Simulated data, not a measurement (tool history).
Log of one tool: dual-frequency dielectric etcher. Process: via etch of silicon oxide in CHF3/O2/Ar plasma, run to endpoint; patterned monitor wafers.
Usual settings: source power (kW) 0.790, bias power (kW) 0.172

run    hour  source power (kW)  bias power (kW)  incoming incoming film thickness, nm  endpoint time (s)
  1     0.0              0.790            0.172                                 538.1              261.1
  2   104.3              0.790            0.172                                 532.0              253.6
      201.6  -- wet clean of the chamber
  3   202.1              0.790            0.172                                 535.1              264.3
  4   398.2              0.790            0.172                                 535.4              261.2
  5   455.8              0.790            0.172                                 528.9              258.7
  6   522.1              0.790            0.172                                 528.4              257.6
  7   560.7              0.790            0.172                                 534.7              257.5
  8   637.4              0.790            0.172                                 530.6              258.6
  9   686.4              0.790            0.172                                 533.4              257.6
      896.9  -- wet clean of the chamber
      978.9  -- bias power generator calibrated
 10   990.5              0.790            0.172                                 530.5              258.6
 11  1054.4              0.790            0.172                                 530.1              256.3
 12  1123.5              0.640            0.188                                 535.5              277.4
     1167.5  -- upper electrode replaced
 13  1168.0              0.640            0.188                                 535.2              275.9
 14  1206.9              0.910            0.172                                 521.4              237.7
 15  1301.0              0.790            0.172                                 538.0              260.0
 16  1360.7              0.790            0.172                                 532.5              255.3
 17  1422.3              0.790            0.172                                 537.0              259.6
     1595.5  -- wet clean of the chamber
     1680.1  -- source power generator calibrated
 18  1746.0              0.690            0.172                                 530.2              275.2
 19  1811.2              0.980            0.183                                 533.1              235.0
 20  1874.7              0.790            0.172                                 536.5              263.4
 21  1978.4              0.700            0.215                                 534.2              256.2
 22  2052.5              0.600            0.204                                 531.0              274.7
 23  2144.8              0.590            0.172                                 533.3              288.3
 24  2210.5              0.660            0.172                                 531.7              273.6
     2260.3  -- wet clean of the chamber
 25  2260.8              0.790            0.172                                 529.6              264.4
 26  2350.9              0.720            0.206                                 535.5              263.7
 27  2448.5              0.790            0.172                                 530.1              263.3
 28  2490.5              0.630            0.212                                 530.8              271.8
 29  2592.4              0.590            0.137                                 534.0              318.1
 30  2843.6              0.890            0.156                                 533.6              251.0
 31  2931.1              0.790            0.172                                 532.8              255.7
 32  3025.8              0.790            0.172                                 526.3              250.1
     3090.1  -- wet clean of the chamber
 33  3090.6              0.640            0.200                                 535.9              277.2
 34  3278.2              0.930            0.214                                 527.8              229.1
 35  3375.6              0.940            0.188                                 530.8              233.0

Hidden state or all else? Some run-to-run changes of endpoint time (s), split into what the settings, what came in and random variation would give without the hidden state, and what is left for the hidden state (with any gauge scatter that isn't in both results):
The hidden state here: etch rate over this chamber's usual, %; source power that arrives over what is set, %; bias power that arrives over what is set, %.
Run 2 -> 3: wet clean of the chamber. endpoint time (s) +10.7: hidden state +7.8, all else +2.9.
Run 24 -> 25: source power (kW) 0.660 -> 0.790, wet clean of the chamber. endpoint time (s) -9.2: hidden state +10.1, all else -19.3.
Run 28 -> 29: source power (kW) 0.630 -> 0.590, bias power (kW) 0.212 -> 0.137. endpoint time (s) +46.3: hidden state -1.8, all else +48.1.
Run 29 -> 30: source power (kW) 0.590 -> 0.890, bias power (kW) 0.137 -> 0.156. endpoint time (s) -67.1: hidden state -2.3, all else -64.8.
Run 32 -> 33: source power (kW) 0.790 -> 0.640, bias power (kW) 0.172 -> 0.200, wet clean of the chamber. endpoint time (s) +27.1: hidden state +7.4, all else +19.7.
Run 33 -> 34: source power (kW) 0.640 -> 0.930, bias power (kW) 0.200 -> 0.214. endpoint time (s) -48.1: hidden state -2.0, all else -46.1.
